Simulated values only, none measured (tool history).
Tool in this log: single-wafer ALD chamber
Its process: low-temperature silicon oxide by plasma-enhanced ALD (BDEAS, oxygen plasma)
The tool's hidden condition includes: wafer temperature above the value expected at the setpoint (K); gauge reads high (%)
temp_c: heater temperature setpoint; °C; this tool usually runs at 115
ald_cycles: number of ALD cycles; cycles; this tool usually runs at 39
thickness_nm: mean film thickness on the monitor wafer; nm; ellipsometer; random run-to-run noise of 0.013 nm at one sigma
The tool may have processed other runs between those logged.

| run | hour | temp_c | ald_cycles | wafers since the last listed run | hours since the last thermocouple change | hours since the gauge calibration | read-back reference wafer on the same gauge, thickness_nm | thickness_nm |
|---|---|---|---|---|---|---|---|---|
| 1 | 0.0 | 125 | 39 | 0 | 1107.4 | 71.1 | 4.709 | 4.818 |
|  | 41.8 | thermocouple changed; heater temperature recalibrated |
| 2 | 68.9 | 125 | 39 | 544 | 27.1 | 140.0 | 4.711 | 4.899 |
| 3 | 108.0 | 122 | 39 | 349 | 66.2 | 179.1 | 4.712 | 4.893 |
| 4 | 149.8 | 127 | 39 | 373 | 108.0 | 220.9 | 4.709 | 4.872 |
| 5 | 256.8 | 127 | 39 | 956 | 215.0 | 327.9 | 4.710 | 4.851 |
| 6 | 297.4 | 127 | 39 | 363 | 255.6 | 368.5 | 4.711 | 4.873 |
| 7 | 335.0 | 115 | 39 | 336 | 293.2 | 406.1 | 4.707 | 4.982 |
| 8 | 387.0 | 115 | 39 | 465 | 345.2 | 458.1 | 4.708 | 4.994 |
| 9 | 459.8 | 115 | 39 | 651 | 418.0 | 530.9 | 4.711 | 4.980 |
| 10 | 501.9 | 115 | 39 | 376 | 460.1 | 573.0 | 4.712 | 4.988 |
| 11 | 553.1 | 115 | 39 | 457 | 511.3 | 624.2 | 4.711 | 4.974 |
| 12 | 632.7 | 115 | 39 | 711 | 590.9 | 703.8 | 4.710 | 4.977 |
| 13 | 684.6 | 109 | 39 | 464 | 642.8 | 755.7 | 4.712 | 5.050 |
| 14 | 784.1 | 109 | 39 | 889 | 742.3 | 855.2 | 4.709 | 5.032 |
| 15 | 883.1 | 121 | 39 | 885 | 841.3 | 954.2 | 4.710 | 4.909 |
| 16 | 933.9 | 121 | 39 | 454 | 892.1 | 1005.0 | 4.710 | 4.878 |
| 17 | 1029.3 | 120 | 39 | 853 | 987.5 | 1100.4 | 4.711 | 4.896 |
|  | 1046.9 | thermocouple changed; heater temperature recalibrated |
| 18 | 1109.7 | 120 | 39 | 647 | 62.8 | 1180.8 | 4.708 | 4.915 |
| 19 | 1210.9 | 120 | 39 | 905 | 164.0 | 1282.0 | 4.710 | 4.900 |
| 20 | 1286.8 | 109 | 43 | 678 | 239.9 | 1357.9 | 4.710 | 5.543 |
|  | 1294.5 | gauge calibrated |
| 21 | 1388.6 | 103 | 45 | 910 | 341.7 | 94.1 | 4.708 | 5.882 |
| 22 | 1451.9 | 108 | 39 | 566 | 405.0 | 157.4 | 4.711 | 5.049 |
| 23 | 1500.0 | 119 | 42 | 430 | 453.1 | 205.5 | 4.714 | 5.296 |
| 24 | 1562.4 | 125 | 43 | 558 | 515.5 | 267.9 | 4.712 | 5.355 |
| 25 | 1618.4 | 115 | 36 | 500 | 571.5 | 323.9 | 4.713 | 4.580 |
| 26 | 1705.3 | 129 | 35 | 777 | 658.4 | 410.8 | 4.708 | 4.315 |
| 27 | 1749.5 | 119 | 35 | 395 | 702.6 | 455.0 | 4.706 | 4.392 |
| 28 | 1818.1 | 115 | 33 | 613 | 771.2 | 523.6 | 4.709 | 4.193 |
| 29 | 1888.1 | 115 | 39 | 625 | 841.2 | 593.6 | 4.709 | 4.929 |
| 30 | 1948.1 | 115 | 39 | 536 | 901.2 | 653.6 | 4.708 | 4.902 |
| 31 | 2044.3 | 115 | 39 | 860 | 997.4 | 749.8 | 4.711 | 4.913 |
| 32 | 2136.5 | 129 | 36 | 824 | 1089.6 | 842.0 | 4.711 | 4.382 |
| 33 | 2235.1 | 119 | 35 | 881 | 1188.2 | 940.6 | 4.710 | 4.361 |
|  | 2250.9 | thermocouple changed; heater temperature recalibrated |
| 34 | 2331.8 | 103 | 39 | 793 | 80.9 | 1037.3 | 4.710 | 5.102 |
| 35 | 2403.7 | 101 | 39 | 642 | 152.8 | 1109.2 | 4.710 | 5.138 |
| 36 | 2667.4 | 124 | 33 | 2358 | 416.5 | 1372.9 | 4.705 | 4.126 |

Alternative continuations, all from the tool just after run 36; predict every row:
| A | 2667.9 | 115 | 39 | 4 | 417.0 | 1373.4 | ? | ? |
| B | 2667.9 | 120 | 36 | 4 | 417.0 | 1373.4 | ? | ? |
| C | 2667.9 | 126 | 41 | 4 | 417.0 | 1373.4 | ? | ? |
| D | 2667.9 | 109 | 46 | 4 | 417.0 | 1373.4 | ? | ? |
| E | 2667.9 | 126 | 39 | 4 | 417.0 | 1373.4 | ? | ? |

| run | read-back reference wafer on the same gauge, thickness_nm | thickness_nm |
|---|---|---|
| A | 4.710 | 4.993 |
| B | 4.710 | 4.560 |
| C | 4.710 | 5.127 |
| D | 4.710 | 5.964 |
| E | 4.710 | 4.876 |
Take away the tool's hidden state, keep each run's random variation, and the runs would have read:
| run | thickness_nm |
|---|---|
| A | 4.999 |
| B | 4.566 |
| C | 5.133 |
| D | 5.971 |
| E | 4.883 |
